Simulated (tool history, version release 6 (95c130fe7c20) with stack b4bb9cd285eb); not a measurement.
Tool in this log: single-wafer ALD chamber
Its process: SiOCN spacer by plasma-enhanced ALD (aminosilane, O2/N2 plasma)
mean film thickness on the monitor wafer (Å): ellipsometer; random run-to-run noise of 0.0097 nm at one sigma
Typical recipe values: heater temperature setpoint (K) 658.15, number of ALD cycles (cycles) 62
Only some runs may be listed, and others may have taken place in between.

| run | hour | heater temperature setpoint (K) | number of ALD cycles (cycles) | read-back reference wafer on the same gauge, thickness_nm | mean film thickness on the monitor wafer (Å) |
|---|---|---|---|---|---|
| 1 | 0 | 658.15 | 62 | 3.734 | 38.44 |
| 2 | 25.5 | 658.15 | 62 | 3.734 | 38.42 |
| 3 | 53.1 | 658.15 | 62 | 3.729 | 38.42 |
| 4 | 79.1 | 658.15 | 62 | 3.728 | 38.54 |
| 5 | 101.1 | 658.15 | 62 | 3.724 | 38.25 |
| 6 | 114.8 | 658.15 | 62 | 3.724 | 38.5 |
| 7 | 149.2 | 658.15 | 62 | 3.721 | 38.09 |
| 8 | 182.2 | 658.15 | 62 | 3.715 | 38.51 |
| 9 | 195.6 | 666.15 | 62 | 3.715 | 38.21 |
| 10 | 275.6 | 666.15 | 62 | 3.704 | 38.26 |
| 11 | 307.9 | 658.15 | 62 | 3.7 | 38.08 |
| 12 | 330.2 | 658.15 | 62 | 3.7 | 38.09 |
| 13 | 424 | 658.15 | 62 | 3.685 | 37.74 |
| 14 | 456 | 647.15 | 62 | 3.684 | 37.94 |
| 15 | 491.5 | 647.15 | 62 | 3.675 | 38.06 |
|  | 499.7 | gauge calibrated |
| 16 | 505.9 | 658.15 | 62 | 3.782 | 39 |
| 17 | 537.9 | 658.15 | 62 | 3.781 | 38.78 |
| 18 | 553.7 | 658.15 | 62 | 3.78 | 38.88 |
| 19 | 570.7 | 658.15 | 62 | 3.781 | 39.02 |
| 20 | 593.6 | 658.15 | 62 | 3.78 | 38.92 |
| 21 | 621.4 | 658.15 | 50 | 3.78 | 31.41 |
|  | 641.4 | thermocouple changed; heater temperature recalibrated |
| 22 | 641.9 | 658.15 | 62 | 3.782 | 38.95 |
| 23 | 677.6 | 658.15 | 62 | 3.779 | 38.97 |
| 24 | 695.2 | 658.15 | 62 | 3.779 | 38.93 |
| 25 | 716.9 | 663.15 | 68 | 3.778 | 42.79 |
| 26 | 735.6 | 658.15 | 62 | 3.777 | 38.88 |
| 27 | 756.3 | 663.15 | 51 | 3.779 | 32.05 |
| 28 | 774.5 | 664.15 | 69 | 3.776 | 43.22 |
| 29 | 808.9 | 665.15 | 67 | 3.776 | 42 |
| 30 | 835.5 | 644.15 | 55 | 3.774 | 34.5 |
| 31 | 864 | 664.15 | 62 | 3.773 | 38.88 |
| 32 | 879.6 | 658.15 | 62 | 3.772 | 38.98 |
| 33 | 898.8 | 658.15 | 62 | 3.772 | 38.9 |
| 34 | 931.2 | 658.15 | 62 | 3.768 | 38.74 |
| 35 | 950.4 | 663.15 | 68 | 3.77 | 42.65 |
| 36 | 973.3 | 650.15 | 56 | 3.77 | 34.97 |
| 37 | 1002.4 | 650.15 | 54 | 3.765 | 33.75 |
| 38 | 1023.4 | 670.15 | 68 | 3.765 | 42.64 |
| 39 | 1038.2 | 658.15 | 62 | 3.763 | 38.68 |
| 40 | 1058.9 | 672.15 | 69 | 3.761 | 42.88 |
| 41 | 1078.6 | 662.15 | 52 | 3.759 | 32.37 |

Some steps in mean film thickness on the monitor wafer (Å) between neighbouring runs. How much of each would the tool show without its hidden state too (settings, what came in, random variation), and how much is left for the hidden state, with any gauge scatter that isn't in both results?
Hidden conditions of the tool in this case: wafer temperature above the value expected at the setpoint (K); gauge reads high (%).
Run 9 -> 10: no setting changed, nothing entered. mean film thickness on the monitor wafer (Å) +0.05: hidden state -0.1, all else +0.15.
Run 12 -> 13: no setting changed, nothing entered. mean film thickness on the monitor wafer (Å) -0.35: hidden state -0.13, all else -0.22.
Run 15 -> 16: heater temperature setpoint (K) 647.15 -> 658.15, gauge calibrated. mean film thickness on the monitor wafer (Å) +0.94: hidden state +1.1, all else -0.16.
Run 27 -> 28: heater temperature setpoint (K) 663.15 -> 664.15, number of ALD cycles (cycles) 51 -> 69. mean film thickness on the monitor wafer (Å) +11.17: hidden state +0.01, all else +11.16.
Run 37 -> 38: heater temperature setpoint (K) 650.15 -> 670.15, number of ALD cycles (cycles) 54 -> 68. mean film thickness on the monitor wafer (Å) +8.89: hidden state -0.02, all else +8.91.
Run 40 -> 41: heater temperature setpoint (K) 672.15 -> 662.15, number of ALD cycles (cycles) 69 -> 52. mean film thickness on the monitor wafer (Å) -10.51: hidden state +0.01, all else -10.52.
